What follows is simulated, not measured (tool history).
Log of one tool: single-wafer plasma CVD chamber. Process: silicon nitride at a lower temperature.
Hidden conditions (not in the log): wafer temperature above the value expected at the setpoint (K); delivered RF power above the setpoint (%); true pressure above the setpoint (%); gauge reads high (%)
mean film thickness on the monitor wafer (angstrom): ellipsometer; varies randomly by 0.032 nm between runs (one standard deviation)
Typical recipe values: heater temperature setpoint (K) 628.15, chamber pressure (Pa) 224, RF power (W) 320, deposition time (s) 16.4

| run | hour | heater temperature setpoint (K) | chamber pressure (Pa) | RF power (W) | deposition time (s) | wafers since the last listed run | hours since the last thermocouple change | hours since the last RF generator calibration | hours since the last manometer calibration | hours since the showerhead was replaced | hours since the gauge calibration | read-back reference wafer on the same gauge, thickness_nm | mean film thickness on the monitor wafer (angstrom) |
|---|---|---|---|---|---|---|---|---|---|---|---|---|---|
| 1 | 0.0 | 628.15 | 224 | 320 | 16.4 | 0 | 1364.8 | 1423.1 | 1149.5 | 4214.2 | 145.9 | 19.997 | 194.63 |
| 2 | 10.9 | 628.15 | 224 | 320 | 16.4 | 363 | 1375.7 | 1434.0 | 1160.4 | 4225.1 | 156.8 | 20.002 | 194.74 |
| 3 | 20.0 | 628.15 | 224 | 320 | 16.4 | 303 | 1384.8 | 1443.1 | 1169.5 | 4234.2 | 165.9 | 20.000 | 194.84 |
| 4 | 31.0 | 628.15 | 224 | 320 | 16.4 | 366 | 1395.8 | 1454.1 | 1180.5 | 4245.2 | 176.9 | 20.006 | 194.58 |
| 5 | 43.2 | 628.15 | 224 | 320 | 16.4 | 406 | 1408.0 | 1466.3 | 1192.7 | 4257.4 | 189.1 | 20.003 | 194.35 |
| 6 | 58.7 | 628.15 | 224 | 320 | 16.4 | 516 | 1423.5 | 1481.8 | 1208.2 | 4272.9 | 204.6 | 20.000 | 193.77 |
| 7 | 65.3 | 628.15 | 224 | 320 | 16.4 | 219 | 1430.1 | 1488.4 | 1214.8 | 4279.5 | 211.2 | 20.001 | 193.48 |
| 8 | 82.0 | 628.15 | 224 | 320 | 16.4 | 556 | 1446.8 | 1505.1 | 1231.5 | 4296.2 | 227.9 | 19.998 | 193.73 |
| 9 | 93.1 | 628.15 | 224 | 320 | 16.4 | 369 | 1457.9 | 1516.2 | 1242.6 | 4307.3 | 239.0 | 19.998 | 193.20 |
|  | 99.3 | gauge calibrated |
| 10 | 107.9 | 628.15 | 224 | 320 | 16.4 | 493 | 1472.7 | 1531.0 | 1257.4 | 4322.1 | 8.6 | 19.998 | 193.39 |
| 11 | 123.6 | 628.15 | 224 | 320 | 16.4 | 523 | 1488.4 | 1546.7 | 1273.1 | 4337.8 | 24.3 | 20.008 | 193.40 |
|  | 138.9 | capacitance manometer re-zeroed and calibrated |
| 12 | 139.4 | 633.15 | 181 | 365 | 18.9 | 259 | 1504.2 | 1562.5 | 0.5 | 4353.6 | 40.1 | 20.000 | 227.07 |
| 13 | 146.7 | 616.15 | 177 | 305 | 14.7 | 243 | 1511.5 | 1569.8 | 7.8 | 4360.9 | 47.4 | 20.001 | 158.59 |
| 14 | 155.3 | 628.15 | 224 | 270 | 16.4 | 286 | 1520.1 | 1578.4 | 16.4 | 4369.5 | 56.0 | 20.005 | 173.20 |
|  | 169.9 | showerhead replaced |
| 15 | 170.4 | 628.15 | 224 | 320 | 16.4 | 236 | 1535.2 | 1593.5 | 31.5 | 0.5 | 71.1 | 20.004 | 192.84 |
| 16 | 171.6 | 618.15 | 248 | 270 | 16.4 | 39 | 1536.4 | 1594.7 | 32.7 | 1.7 | 72.3 | 20.001 | 179.04 |
|  | 186.2 | thermocouple changed; heater temperature recalibrated |
|  | 191.2 | RF generator calibrated |
| 17 | 191.7 | 628.15 | 224 | 320 | 16.4 | 234 | 5.5 | 0.5 | 52.8 | 21.8 | 92.4 | 20.000 | 202.83 |
| 18 | 192.0 | 635.15 | 169 | 255 | 17.9 | 9 | 5.8 | 0.8 | 53.1 | 22.1 | 92.7 | 19.997 | 177.73 |
| 19 | 200.2 | 628.15 | 224 | 320 | 16.4 | 273 | 14.0 | 9.0 | 61.3 | 30.3 | 100.9 | 19.995 | 202.22 |
| 20 | 209.4 | 616.15 | 224 | 320 | 17.8 | 306 | 23.2 | 18.2 | 70.5 | 39.5 | 110.1 | 20.002 | 221.34 |
| 21 | 216.3 | 628.15 | 224 | 320 | 16.4 | 229 | 30.1 | 25.1 | 77.4 | 46.4 | 117.0 | 19.998 | 202.86 |
| 22 | 227.6 | 636.15 | 192 | 285 | 16.4 | 376 | 41.4 | 36.4 | 88.7 | 57.7 | 128.3 | 19.995 | 180.45 |
| 23 | 243.0 | 628.15 | 224 | 320 | 19.6 | 513 | 56.8 | 51.8 | 104.1 | 73.1 | 143.7 | 20.002 | 241.96 |

3 options for the next run, each taken on its own from the tool as it stands now. Forecast them:
| A | 243.4 | 628.15 | 224 | 290 | 16.4 | 13 | 57.2 | 52.2 | 104.5 | 73.5 | 144.1 | ? | ? |
| B | 243.4 | 632.15 | 224 | 320 | 18.4 | 13 | 57.2 | 52.2 | 104.5 | 73.5 | 144.1 | ? | ? |
| C | 243.4 | 628.15 | 224 | 360 | 16.4 | 13 | 57.2 | 52.2 | 104.5 | 73.5 | 144.1 | ? | ? |

| run | read-back reference wafer on the same gauge, thickness_nm | mean film thickness on the monitor wafer (angstrom) |
|---|---|---|
| A | 19.994 | 190.51 |
| B | 19.994 | 226.47 |
| C | 19.994 | 216.87 |
The same runs, with their run-to-run variation unchanged, on a tool lacking any hidden condition would have given:
| run | mean film thickness on the monitor wafer (angstrom) |
|---|---|
| A | 191.38 |
| B | 227.48 |
| C | 217.80 |
